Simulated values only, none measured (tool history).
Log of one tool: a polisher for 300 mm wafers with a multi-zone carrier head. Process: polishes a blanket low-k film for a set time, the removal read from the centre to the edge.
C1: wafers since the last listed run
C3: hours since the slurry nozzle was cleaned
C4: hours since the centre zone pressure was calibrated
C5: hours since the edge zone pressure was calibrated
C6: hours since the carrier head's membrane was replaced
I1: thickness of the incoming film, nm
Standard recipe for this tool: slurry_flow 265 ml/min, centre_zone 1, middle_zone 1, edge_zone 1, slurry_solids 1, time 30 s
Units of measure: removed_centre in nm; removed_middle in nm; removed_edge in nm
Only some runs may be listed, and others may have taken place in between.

run 1 hour=0 | slurry_flow=265 centre_zone=1 middle_zone=1 edge_zone=1.06 slurry_solids=1 time=30 | C1=0 wafers_polished_on_this_pad=3704 C3=35.6 C4=982.2 C5=436.9 C6=694.1 | I1=667 | removed_centre=11.8 removed_middle=10.8 removed_edge=11
run 2 hour=43.7 | slurry_flow=265 centre_zone=1 middle_zone=1 edge_zone=1 slurry_solids=1 time=30 | C1=482 wafers_polished_on_this_pad=4187 C3=79.3 C4=1025.9 C5=480.6 C6=737.8 | I1=656.2 | removed_centre=11.6 removed_middle=10.7 removed_edge=10.8
run 3 hour=84.3 | slurry_flow=265 centre_zone=1 middle_zone=1 edge_zone=1 slurry_solids=1 time=30 | C1=448 wafers_polished_on_this_pad=4635 C3=119.9 C4=1066.5 C5=521.2 C6=778.4 | I1=656 | removed_centre=11.2 removed_middle=10.8 removed_edge=10.8
-- hour=88.7 worn pad replaced by a new one
run 4 hour=151.4 | slurry_flow=265 centre_zone=1 middle_zone=1 edge_zone=1 slurry_solids=1 time=30 | C1=696 wafers_polished_on_this_pad=691 C3=187 C4=1133.6 C5=588.3 C6=845.5 | I1=664.2 | removed_centre=11.7 removed_middle=10.5 removed_edge=10.8
-- hour=153.7 centre zone pressure recalibrated
run 5 hour=219.4 | slurry_flow=265 centre_zone=1 middle_zone=1 edge_zone=1 slurry_solids=1 time=30 | C1=728 wafers_polished_on_this_pad=1420 C3=255 C4=65.7 C5=656.3 C6=913.5 | I1=663.7 | removed_centre=11 removed_middle=10.9 removed_edge=10.8
run 6 hour=282.7 | slurry_flow=265 centre_zone=1 middle_zone=0.92 edge_zone=1 slurry_solids=1 time=30 | C1=698 wafers_polished_on_this_pad=2119 C3=318.3 C4=129 C5=719.6 C6=976.8 | I1=656.9 | removed_centre=10.8 removed_middle=9.7 removed_edge=10.8
run 7 hour=347.5 | slurry_flow=265 centre_zone=1 middle_zone=1 edge_zone=1 slurry_solids=0.7 time=30 | C1=715 wafers_polished_on_this_pad=2834 C3=383.1 C4=193.8 C5=784.4 C6=1041.6 | I1=661.1 | removed_centre=9.2 removed_middle=9.1 removed_edge=9.1
-- hour=377.6 carrier head's membrane replaced by a new one
run 8 hour=389.4 | slurry_flow=265 centre_zone=1 middle_zone=1 edge_zone=1 slurry_solids=1 time=30 | C1=407 wafers_polished_on_this_pad=3242 C3=425 C4=235.7 C5=826.3 C6=11.8 | I1=652.3 | removed_centre=10.5 removed_middle=10.3 removed_edge=10.6
run 9 hour=428.4 | slurry_flow=265 centre_zone=1 middle_zone=0.95 edge_zone=1 slurry_solids=1.3 time=30 | C1=430 wafers_polished_on_this_pad=3672 C3=464 C4=274.7 C5=865.3 C6=50.8 | I1=670.8 | removed_centre=12.2 removed_middle=11 removed_edge=11.8
-- hour=474 worn pad replaced by a new one
run 10 hour=488.9 | slurry_flow=265 centre_zone=1 middle_zone=1 edge_zone=1 slurry_solids=1 time=25 | C1=623 wafers_polished_on_this_pad=164 C3=524.5 C4=335.2 C5=925.8 C6=111.3 | I1=657.4 | removed_centre=9.1 removed_middle=8.5 removed_edge=8.6
-- hour=603.9 slurry nozzle cleaned
run 11 hour=650.1 | slurry_flow=210 centre_zone=1 middle_zone=0.92 edge_zone=1 slurry_solids=1 time=30 | C1=1768 wafers_polished_on_this_pad=1933 C3=46.2 C4=496.4 C5=1087 C6=272.5 | I1=662.4 | removed_centre=11.3 removed_middle=9.8 removed_edge=10.6
run 12 hour=711.8 | slurry_flow=305 centre_zone=1 middle_zone=1 edge_zone=1 slurry_solids=1.1 time=30 | C1=681 wafers_polished_on_this_pad=2614 C3=107.9 C4=558.1 C5=1148.7 C6=334.2 | I1=652.7 | removed_centre=12.2 removed_middle=11.4 removed_edge=11.3
run 13 hour=766.7 | slurry_flow=265 centre_zone=0.97 middle_zone=1 edge_zone=1 slurry_solids=0.8 time=30 | C1=606 wafers_polished_on_this_pad=3220 C3=162.8 C4=613 C5=1203.6 C6=389.1 | I1=668.6 | removed_centre=9.8 removed_middle=9.6 removed_edge=9.9
-- hour=801.9 worn pad replaced by a new one
-- hour=818.5 edge zone pressure recalibrated
run 14 hour=834.5 | slurry_flow=300 centre_zone=1 middle_zone=1 edge_zone=1 slurry_solids=0.85 time=30 | C1=682 wafers_polished_on_this_pad=337 C3=230.6 C4=680.8 C5=16 C6=456.9 | I1=658.2 | removed_centre=10.8 removed_middle=10.1 removed_edge=10
run 15 hour=951.2 | slurry_flow=265 centre_zone=1 middle_zone=1 edge_zone=1 slurry_solids=1 time=30 | C1=1288 wafers_polished_on_this_pad=1625 C3=347.3 C4=797.5 C5=132.7 C6=573.6 | I1=654.8 | removed_centre=11.2 removed_middle=10.9 removed_edge=10.7
-- hour=1080.3 centre zone pressure recalibrated
run 16 hour=1087.6 | slurry_flow=265 centre_zone=1.05 middle_zone=1 edge_zone=1 slurry_solids=1 time=26 | C1=1483 wafers_polished_on_this_pad=3109 C3=483.7 C4=7.3 C5=269.1 C6=710 | I1=669.4 | removed_centre=9.5 removed_middle=8.9 removed_edge=9
-- hour=1149.1 worn pad replaced by a new one
run 17 hour=1149.6 | slurry_flow=265 centre_zone=1 middle_zone=1 edge_zone=1 slurry_solids=0.8 time=38 | C1=640 wafers_polished_on_this_pad=5 C3=545.7 C4=69.3 C5=331.1 C6=772 | I1=657.1 | removed_centre=11.9 removed_middle=11.8 removed_edge=11.8
-- hour=1158.3 slurry nozzle cleaned
run 18 hour=1216.2 | slurry_flow=290 centre_zone=1 middle_zone=1.11 edge_zone=1 slurry_solids=1 time=30 | C1=724 wafers_polished_on_this_pad=729 C3=57.9 C4=135.9 C5=397.7 C6=838.6 | I1=665.5 | removed_centre=11.3 removed_middle=12 removed_edge=10.9
run 19 hour=1287.4 | slurry_flow=265 centre_zone=0.93 middle_zone=1 edge_zone=1.08 slurry_solids=1.3 time=30 | C1=786 wafers_polished_on_this_pad=1515 C3=129.1 C4=207.1 C5=468.9 C6=909.8 | I1=663.3 | removed_centre=11.7 removed_middle=11.9 removed_edge=12.5
run 20 hour=1314.1 | slurry_flow=265 centre_zone=1 middle_zone=1 edge_zone=1 slurry_solids=1 time=30 | C1=294 wafers_polished_on_this_pad=1810 C3=155.8 C4=233.8 C5=495.6 C6=936.5 | I1=667.2 | removed_centre=11.2 removed_middle=10.9 removed_edge=11

5 options for the next run, each taken on its own from the tool as it stands now. Forecast them:
run A hour=1314.5 | slurry_flow=265 centre_zone=1 middle_zone=1.06 edge_zone=1 slurry_solids=1 time=30 | C1=4 wafers_polished_on_this_pad=1815 C3=156.2 C4=234.2 C5=496 C6=936.9 | I1=659 | removed_centre=? removed_middle=? removed_edge=?
run B hour=1314.5 | slurry_flow=175 centre_zone=1.08 middle_zone=1 edge_zone=0.91 slurry_solids=1 time=35 | C1=4 wafers_polished_on_this_pad=1815 C3=156.2 C4=234.2 C5=496 C6=936.9 | I1=659 | removed_centre=? removed_middle=? removed_edge=?
run C hour=1314.5 | slurry_flow=190 centre_zone=1.1 middle_zone=1 edge_zone=1 slurry_solids=1.2 time=34 | C1=4 wafers_polished_on_this_pad=1815 C3=156.2 C4=234.2 C5=496 C6=936.9 | I1=659 | removed_centre=? removed_middle=? removed_edge=?
run D hour=1314.5 | slurry_flow=265 centre_zone=1.08 middle_zone=0.97 edge_zone=1.07 slurry_solids=1 time=38 | C1=4 wafers_polished_on_this_pad=1815 C3=156.2 C4=234.2 C5=496 C6=936.9 | I1=659 | removed_centre=? removed_middle=? removed_edge=?
run E hour=1314.5 | slurry_flow=170 centre_zone=1 middle_zone=1 edge_zone=1 slurry_solids=1 time=30 | C1=4 wafers_polished_on_this_pad=1815 C3=156.2 C4=234.2 C5=496 C6=936.9 | I1=659 | removed_centre=? removed_middle=? removed_edge=?

run=A removed_centre=11.3 removed_middle=11.1 removed_edge=10.7
run=B removed_centre=13.4 removed_middle=11.7 removed_edge=11.6
run=C removed_centre=14.4 removed_middle=12.4 removed_edge=12.6
run=D removed_centre=15.4 removed_middle=13.1 removed_edge=13.9
run=E removed_centre=10.6 removed_middle=10 removed_edge=10.2
Had the tool no hidden state, the same runs would have come out as:
run=A removed_centre=10.9 removed_middle=11.2 removed_edge=10.7
run=B removed_centre=12.9 removed_middle=11.8 removed_edge=11.7
run=C removed_centre=13.9 removed_middle=12.5 removed_edge=12.7
run=D removed_centre=14.8 removed_middle=13.2 removed_edge=13.9
run=E removed_centre=10.2 removed_middle=10.1 removed_edge=10.3

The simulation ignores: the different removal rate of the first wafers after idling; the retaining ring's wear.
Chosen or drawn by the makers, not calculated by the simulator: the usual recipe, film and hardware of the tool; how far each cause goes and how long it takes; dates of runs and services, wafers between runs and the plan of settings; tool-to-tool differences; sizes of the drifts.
